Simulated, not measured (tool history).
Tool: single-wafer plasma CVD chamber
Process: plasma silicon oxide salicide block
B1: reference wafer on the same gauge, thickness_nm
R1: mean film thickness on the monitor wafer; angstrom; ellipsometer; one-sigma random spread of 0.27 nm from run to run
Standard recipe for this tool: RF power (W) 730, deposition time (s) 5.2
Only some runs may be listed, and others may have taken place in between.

Run 1, day 0: usual settings; B1 55.536. Result: R1 552.67 angstrom.
Run 2, day 0.912: usual settings; B1 55.458. Result: R1 550.56 angstrom.
Run 3, day 1.783: usual settings; B1 55.392. Result: R1 549.74 angstrom.
Run 4, day 2.762: usual settings but deposition time (s) 4.7; B1 55.241. Result: R1 491.92 angstrom.
Run 5, day 3.417: usual settings but deposition time (s) 4.7; B1 55.271. Result: R1 501.05 angstrom.
Run 6, day 4.775: usual settings; B1 55.12. Result: R1 549.02 angstrom.
Run 7, day 5.7: usual settings but deposition time (s) 5.81; B1 55.035. Result: R1 607.07 angstrom.
Run 8, day 7.088: usual settings but deposition time (s) 5.81; B1 54.916. Result: R1 612.29 angstrom.
Run 9, day 8.508: usual settings but deposition time (s) 5.81; B1 54.653. Result: R1 602.38 angstrom.
Run 10, day 9.475: usual settings; B1 54.554. Result: R1 539.87 angstrom.
Run 11, day 10.3: usual settings; B1 56.005. Result: R1 560.04 angstrom.
Run 12, day 11.738: usual settings; B1 55.995. Result: R1 554.8 angstrom.
Run 13, day 13.146: usual settings but RF power (W) 600, deposition time (s) 5.94; B1 56.023. Result: R1 606.03 angstrom.
Run 14, day 13.946: usual settings but RF power (W) 685; B1 56.032. Result: R1 545.12 angstrom.
Run 15, day 14.675: usual settings; B1 55.977. Result: R1 556.37 angstrom.
Run 16, day 15.204: usual settings but RF power (W) 845, deposition time (s) 4.82; B1 55.96. Result: R1 535.35 angstrom.
Run 17, day 16.617: usual settings but deposition time (s) 4.7; B1 55.85. Result: R1 498.64 angstrom.
Run 18, day 17.429: usual settings; B1 55.882. Result: R1 553.08 angstrom.
Run 19, day 19.696: usual settings but RF power (W) 665, deposition time (s) 5.56; B1 55.827. Result: R1 577.53 angstrom.
Run 20, day 21.121: usual settings but RF power (W) 635, deposition time (s) 4.32; B1 55.828. Result: R1 448.85 angstrom.
Run 21, day 21.879: usual settings but RF power (W) 650, deposition time (s) 5.47; B1 55.78. Result: R1 567.12 angstrom.
Run 22, day 22.783: usual settings but RF power (W) 675, deposition time (s) 5.84; B1 55.719. Result: R1 607.69 angstrom.
Run 23, day 24.158: usual settings but deposition time (s) 4.7; B1 55.549. Result: R1 498.91 angstrom.
Run 24, day 25.475: usual settings but RF power (W) 795; B1 55.544. Result: R1 565.94 angstrom.

Withheld: 3 entries from between the runs. Position of each, and hidden state at the listed run before versus the listed run after:
In the gap between runs 8 and 9: RF generator calibrated (day 7.688)
  gauge reads high (%): -2.54 -> -2.81
  the result without the hidden state subtracted from the measured one, R1: -15.94 -> -17.42 angstrom
In the gap between runs 10 and 11: gauge calibrated (day 9.529); showerhead replaced (day 9.833)
  gauge reads high (%): -3 -> -0.485
  the result without the hidden state subtracted from the measured one, R1: -16.71 -> -2.72 angstrom
